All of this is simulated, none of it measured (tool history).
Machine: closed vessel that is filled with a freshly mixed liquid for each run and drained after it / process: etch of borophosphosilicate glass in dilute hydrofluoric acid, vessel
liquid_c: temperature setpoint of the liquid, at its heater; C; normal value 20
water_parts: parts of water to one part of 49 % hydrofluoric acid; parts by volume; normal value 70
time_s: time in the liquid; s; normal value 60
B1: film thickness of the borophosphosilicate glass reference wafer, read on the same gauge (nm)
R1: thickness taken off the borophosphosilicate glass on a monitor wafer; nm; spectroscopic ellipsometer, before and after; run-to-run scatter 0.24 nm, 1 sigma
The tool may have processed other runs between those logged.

Run 1, hour 0: usual settings; B1 50.03. Result: R1 45.98 nm.
Run 2, hour 55.2: usual settings; B1 49.98. Result: R1 45.33 nm.
Run 3, hour 108.4: usual settings; B1 49.96. Result: R1 45.83 nm.
Run 4, hour 152.8: usual settings; B1 50.04. Result: R1 45.85 nm.
Run 5, hour 200.1: usual settings but liquid_c 19 C, water_parts 55 parts by volume; B1 49.98. Result: R1 57.15 nm.
Run 6, hour 255.5: usual settings but liquid_c 19 C, water_parts 55 parts by volume; B1 49.99. Result: R1 56.3 nm.
Run 7, hour 281.6: usual settings but liquid_c 19 C, water_parts 55 parts by volume; B1 50. Result: R1 56.83 nm.
Run 8, hour 334.8: usual settings but water_parts 55 parts by volume; B1 50.01. Result: R1 58.63 nm.
At hour 401.3: hydrofluoric acid flow meter replaced.
Run 9, hour 403.5: usual settings but time_s 50 s; B1 50.02. Result: R1 37.39 nm.
Run 10, hour 459.4: usual settings; B1 49.97. Result: R1 45.09 nm.
Run 11, hour 492.1: usual settings but liquid_c 17.5 C, water_parts 95 parts by volume, time_s 45 s; B1 49.99. Result: R1 21.7 nm.
Run 12, hour 529.1: usual settings but water_parts 45 parts by volume, time_s 80 s; B1 49.99. Result: R1 95.48 nm.
Run 13, hour 570.6: usual settings but liquid_c 17 C, water_parts 45 parts by volume, time_s 40 s; B1 49.97. Result: R1 42.09 nm.
Run 14, hour 600.4: usual settings but liquid_c 22 C, water_parts 55 parts by volume, time_s 75 s; B1 49.97. Result: R1 78.72 nm.
Run 15, hour 631: usual settings; B1 49.98. Result: R1 44.45 nm.
Run 16, hour 679.3: usual settings but time_s 45 s; B1 50.02. Result: R1 33.4 nm.
At hour 801: thermometer replaced.
Run 17, hour 822.3: usual settings but liquid_c 18.5 C, water_parts 95 parts by volume, time_s 70 s; B1 49.98. Result: R1 36.46 nm.
Run 18, hour 862.5: usual settings but liquid_c 19 C, water_parts 55 parts by volume; B1 49.98. Result: R1 58.24 nm.
Run 19, hour 893.9: usual settings; B1 50.04. Result: R1 46.45 nm.
Run 20, hour 964.6: usual settings but water_parts 45 parts by volume, time_s 95 s; B1 50.01. Result: R1 117.55 nm.
At hour 979.5: hydrofluoric acid flow meter replaced.
Run 21, hour 1031.2: usual settings; B1 49.95. Result: R1 46.07 nm.
Run 22, hour 1084.8: usual settings but time_s 95 s; B1 49.99. Result: R1 73.15 nm.
Run 23, hour 1109.2: usual settings but water_parts 40 parts by volume, time_s 80 s; B1 49.95. Result: R1 111.2 nm.

What does the tool deliver on the next run?
Run 24, hour 1174.2: usual settings but water_parts 50 parts by volume, time_s 50 s; B1 ?. Result: R1 ?.

{"run 24": {"B1": 50.01, "R1": 54.62}}
Were there no unlogged condition in the tool, this run, its random variation unchanged, would have produced R1 55.89 nm.
